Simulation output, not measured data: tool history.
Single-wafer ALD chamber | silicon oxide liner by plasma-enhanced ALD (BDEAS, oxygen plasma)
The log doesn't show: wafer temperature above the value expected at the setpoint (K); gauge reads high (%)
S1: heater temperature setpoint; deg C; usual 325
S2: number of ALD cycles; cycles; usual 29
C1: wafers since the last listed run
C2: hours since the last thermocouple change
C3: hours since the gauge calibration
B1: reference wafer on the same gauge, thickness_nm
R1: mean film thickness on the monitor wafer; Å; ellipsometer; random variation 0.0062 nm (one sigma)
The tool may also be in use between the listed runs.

run 1 hour=0 | S1=332 S2=29 | C1=0 C2=1368.1 C3=1128.5 | B1=2.044 | R1=24.38
run 2 hour=87 | S1=332 S2=29 | C1=924 C2=1455.1 C3=1215.5 | B1=2.046 | R1=24.31
-- hour=212.5 thermocouple changed; heater temperature recalibrated
run 3 hour=378.4 | S1=325 S2=29 | C1=3012 C2=165.9 C3=1506.9 | B1=2.039 | R1=24.47
run 4 hour=442 | S1=329 S2=29 | C1=675 C2=229.5 C3=1570.5 | B1=2.039 | R1=24.32
run 5 hour=522.8 | S1=329 S2=29 | C1=858 C2=310.3 C3=1651.3 | B1=2.034 | R1=24.3
run 6 hour=589.4 | S1=325 S2=29 | C1=707 C2=376.9 C3=1717.9 | B1=2.033 | R1=24.36
run 7 hour=687.6 | S1=325 S2=29 | C1=1043 C2=475.1 C3=1816.1 | B1=2.034 | R1=24.33
run 8 hour=856.7 | S1=325 S2=29 | C1=1797 C2=644.2 C3=1985.2 | B1=2.029 | R1=24.27
run 9 hour=939.9 | S1=325 S2=29 | C1=884 C2=727.4 C3=2068.4 | B1=2.027 | R1=24.31
run 10 hour=1027.4 | S1=325 S2=29 | C1=929 C2=814.9 C3=2155.9 | B1=2.024 | R1=24.42
run 11 hour=1064.7 | S1=334 S2=29 | C1=396 C2=852.2 C3=2193.2 | B1=2.025 | R1=23.95
-- hour=1110.3 gauge calibrated
run 12 hour=1139.5 | S1=334 S2=29 | C1=795 C2=927 C3=29.2 | B1=2.067 | R1=24.42
run 13 hour=1219.7 | S1=334 S2=29 | C1=852 C2=1007.2 C3=109.4 | B1=2.067 | R1=24.55
run 14 hour=1314.2 | S1=325 S2=29 | C1=1004 C2=1101.7 C3=203.9 | B1=2.065 | R1=24.6
run 15 hour=1361.7 | S1=325 S2=29 | C1=504 C2=1149.2 C3=251.4 | B1=2.062 | R1=24.79
run 16 hour=1465 | S1=325 S2=35 | C1=1097 C2=1252.5 C3=354.7 | B1=2.061 | R1=29.86
run 17 hour=1538.2 | S1=320 S2=34 | C1=778 C2=1325.7 C3=427.9 | B1=2.059 | R1=29.06
run 18 hour=1610.7 | S1=325 S2=29 | C1=770 C2=1398.2 C3=500.4 | B1=2.058 | R1=24.61
run 19 hour=1687.8 | S1=331 S2=29 | C1=819 C2=1475.3 C3=577.5 | B1=2.058 | R1=24.45
run 20 hour=1736.7 | S1=330 S2=23 | C1=519 C2=1524.2 C3=626.4 | B1=2.053 | R1=19.41
run 21 hour=1809 | S1=335 S2=24 | C1=768 C2=1596.5 C3=698.7 | B1=2.051 | R1=20.19
run 22 hour=1884.2 | S1=325 S2=31 | C1=799 C2=1671.7 C3=773.9 | B1=2.051 | R1=26.33
-- hour=1908.5 thermocouple changed; heater temperature recalibrated
run 23 hour=1987 | S1=336 S2=26 | C1=1007 C2=78.5 C3=876.7 | B1=2.052 | R1=21.65
run 24 hour=2300.3 | S1=325 S2=27 | C1=3329 C2=391.8 C3=1190 | B1=2.042 | R1=22.8
run 25 hour=2339.5 | S1=325 S2=29 | C1=416 C2=431 C3=1229.2 | B1=2.044 | R1=24.45
run 26 hour=2445.3 | S1=332 S2=26 | C1=1124 C2=536.8 C3=1335 | B1=2.04 | R1=21.67
run 27 hour=2517 | S1=310 S2=32 | C1=762 C2=608.5 C3=1406.7 | B1=2.037 | R1=27.46

Hidden state or all else? Some run-to-run changes of R1, split into what the settings, what came in and random variation would give without the hidden state, and what is left for the hidden state (with any gauge scatter that isn't in both results):
Run 11 -> 12: gauge calibrated. R1 +0.47 Å: hidden state +0.51, all else -0.04.
Run 21 -> 22: S1 335 -> 325, S2 24 -> 31. R1 +6.14 Å: hidden state -0.08, all else +6.22.
Run 26 -> 27: S1 332 -> 310, S2 26 -> 32. R1 +5.79 Å: hidden state -0.11, all else +5.9.
